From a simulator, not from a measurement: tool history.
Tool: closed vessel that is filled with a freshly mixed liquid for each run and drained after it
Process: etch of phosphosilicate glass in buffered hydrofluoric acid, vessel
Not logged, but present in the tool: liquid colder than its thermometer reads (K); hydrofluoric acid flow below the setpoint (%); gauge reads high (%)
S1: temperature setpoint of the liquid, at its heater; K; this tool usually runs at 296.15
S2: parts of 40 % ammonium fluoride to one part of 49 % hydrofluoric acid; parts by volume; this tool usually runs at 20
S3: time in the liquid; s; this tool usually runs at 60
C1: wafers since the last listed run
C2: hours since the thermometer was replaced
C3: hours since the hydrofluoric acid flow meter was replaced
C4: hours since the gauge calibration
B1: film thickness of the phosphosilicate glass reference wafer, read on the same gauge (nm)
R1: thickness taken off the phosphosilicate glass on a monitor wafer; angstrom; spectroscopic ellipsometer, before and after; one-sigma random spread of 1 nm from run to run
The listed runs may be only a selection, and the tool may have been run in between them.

run 1 day=0 | S1=296.15 S2=20 S3=60 | C1=0 C2=2698.1 C3=231.1 C4=307.2 | B1=49.98 | R1=1606.4
run 2 day=0.454 | S1=296.15 S2=20 S3=60 | C1=1160 C2=2709 C3=242 C4=318.1 | B1=50 | R1=1598.4
run 3 day=0.988 | S1=296.15 S2=20 S3=60 | C1=1363 C2=2721.8 C3=254.8 C4=330.9 | B1=50 | R1=1602.4
run 4 day=1.642 | S1=296.15 S2=20 S3=75 | C1=1671 C2=2737.5 C3=270.5 C4=346.6 | B1=50.03 | R1=1974.7
run 5 day=2.267 | S1=296.15 S2=20 S3=75 | C1=1597 C2=2752.5 C3=285.5 C4=361.6 | B1=50.01 | R1=1981
run 6 day=2.592 | S1=296.15 S2=20 S3=75 | C1=830 C2=2760.3 C3=293.3 C4=369.4 | B1=49.97 | R1=1982.2
run 7 day=2.9 | S1=296.15 S2=20 S3=60 | C1=788 C2=2767.7 C3=300.7 C4=376.8 | B1=49.97 | R1=1587.5
run 8 day=5.117 | S1=298.15 S2=20 S3=80 | C1=5665 C2=2820.9 C3=353.9 C4=430 | B1=50.02 | R1=2366.3
run 9 day=6.288 | S1=298.15 S2=20 S3=80 | C1=2992 C2=2849 C3=382 C4=458.1 | B1=50.01 | R1=2355.5
run 10 day=6.979 | S1=298.15 S2=20 S3=80 | C1=1767 C2=2865.6 C3=398.6 C4=474.7 | B1=50 | R1=2348.7
run 11 day=7.725 | S1=296.15 S2=20 S3=60 | C1=1906 C2=2883.5 C3=416.5 C4=492.6 | B1=49.98 | R1=1584.6
run 12 day=7.983 | S1=296.15 S2=20 S3=60 | C1=660 C2=2889.7 C3=422.7 C4=498.8 | B1=50 | R1=1591.8
run 13 day=8.508 | S1=296.15 S2=20 S3=60 | C1=1341 C2=2902.3 C3=435.3 C4=511.4 | B1=50 | R1=1577
run 14 day=8.942 | S1=296.15 S2=20 S3=60 | C1=1107 C2=2912.7 C3=445.7 C4=521.8 | B1=49.97 | R1=1583
run 15 day=9.404 | S1=296.15 S2=20 S3=60 | C1=1182 C2=2923.8 C3=456.8 C4=532.9 | B1=50.01 | R1=1568.2
run 16 day=10.05 | S1=296.15 S2=20 S3=60 | C1=1650 C2=2939.3 C3=472.3 C4=548.4 | B1=50 | R1=1578.9
run 17 day=10.379 | S1=293.65 S2=20 S3=60 | C1=841 C2=2947.2 C3=480.2 C4=556.3 | B1=50.04 | R1=1361.4
-- day=10.738 thermometer replaced
run 18 day=10.804 | S1=296.15 S2=20 S3=60 | C1=979 C2=1.6 C3=490.4 C4=566.5 | B1=49.99 | R1=1832.6
-- day=10.892 gauge calibrated
run 19 day=11.446 | S1=299.65 S2=16 S3=60 | C1=1640 C2=17 C3=505.8 C4=13.3 | B1=49.97 | R1=2737.5
run 20 day=11.979 | S1=296.15 S2=20 S3=60 | C1=1363 C2=29.8 C3=518.6 C4=26.1 | B1=50.04 | R1=1823.7
run 21 day=12.675 | S1=296.15 S2=20 S3=60 | C1=1778 C2=46.5 C3=535.3 C4=42.8 | B1=50.03 | R1=1821.2
run 22 day=13.125 | S1=294.15 S2=27 S3=60 | C1=1150 C2=57.3 C3=546.1 C4=53.6 | B1=49.98 | R1=1333.1
run 23 day=13.379 | S1=292.15 S2=23 S3=80 | C1=649 C2=63.4 C3=552.2 C4=59.7 | B1=49.98 | R1=1759.3
run 24 day=13.958 | S1=296.15 S2=14.5 S3=30 | C1=1480 C2=77.3 C3=566.1 C4=73.6 | B1=49.97 | R1=1248.2
-- day=14.167 hydrofluoric acid flow meter replaced
run 25 day=14.679 | S1=294.15 S2=20 S3=60 | C1=1735 C2=94.6 C3=12.3 C4=90.9 | B1=50.03 | R1=1630.1
run 26 day=15.175 | S1=296.15 S2=20 S3=60 | C1=1267 C2=106.5 C3=24.2 C4=102.8 | B1=49.99 | R1=1815.5
run 27 day=15.575 | S1=296.15 S2=20 S3=60 | C1=1022 C2=116.1 C3=33.8 C4=112.4 | B1=49.97 | R1=1808.4
run 28 day=15.85 | S1=297.65 S2=20 S3=60 | C1=702 C2=122.7 C3=40.4 C4=119 | B1=50.01 | R1=1963.9
run 29 day=16.3 | S1=294.65 S2=20 S3=60 | C1=1150 C2=133.5 C3=51.2 C4=129.8 | B1=50.02 | R1=1680.7
run 30 day=17 | S1=301.15 S2=14 S3=85 | C1=1789 C2=150.3 C3=68 C4=146.6 | B1=50.01 | R1=4786.9
run 31 day=17.696 | S1=297.65 S2=20 S3=70 | C1=1778 C2=167 C3=84.7 C4=163.3 | B1=50.01 | R1=2279.1
run 32 day=18.296 | S1=299.15 S2=26 S3=60 | C1=1533 C2=181.4 C3=99.1 C4=177.7 | B1=49.95 | R1=1787.3
run 33 day=19.029 | S1=296.15 S2=20 S3=60 | C1=1874 C2=199 C3=116.7 C4=195.3 | B1=50.01 | R1=1803.4

How the hidden state differs across the entries between the runs, from the last listed run before each to the first after it:
Run 17 -> run 18: thermometer replaced (day 10.738)
  liquid colder than its thermometer reads (K): 2.87 -> 0.263
  measured value less the no-hidden-state value, R1: -239.7 -> -26.5 angstrom
Run 18 -> run 19: gauge calibrated (day 10.892)
  liquid colder than its thermometer reads (K): 0.263 -> 0.276
  measured value less the no-hidden-state value, R1: -26.5 -> -41.6 angstrom
Run 24 -> run 25: hydrofluoric acid flow meter replaced (day 14.167)
  liquid colder than its thermometer reads (K): 0.331 -> 0.347
  measured value less the no-hidden-state value, R1: -22.9 -> -32.2 angstrom
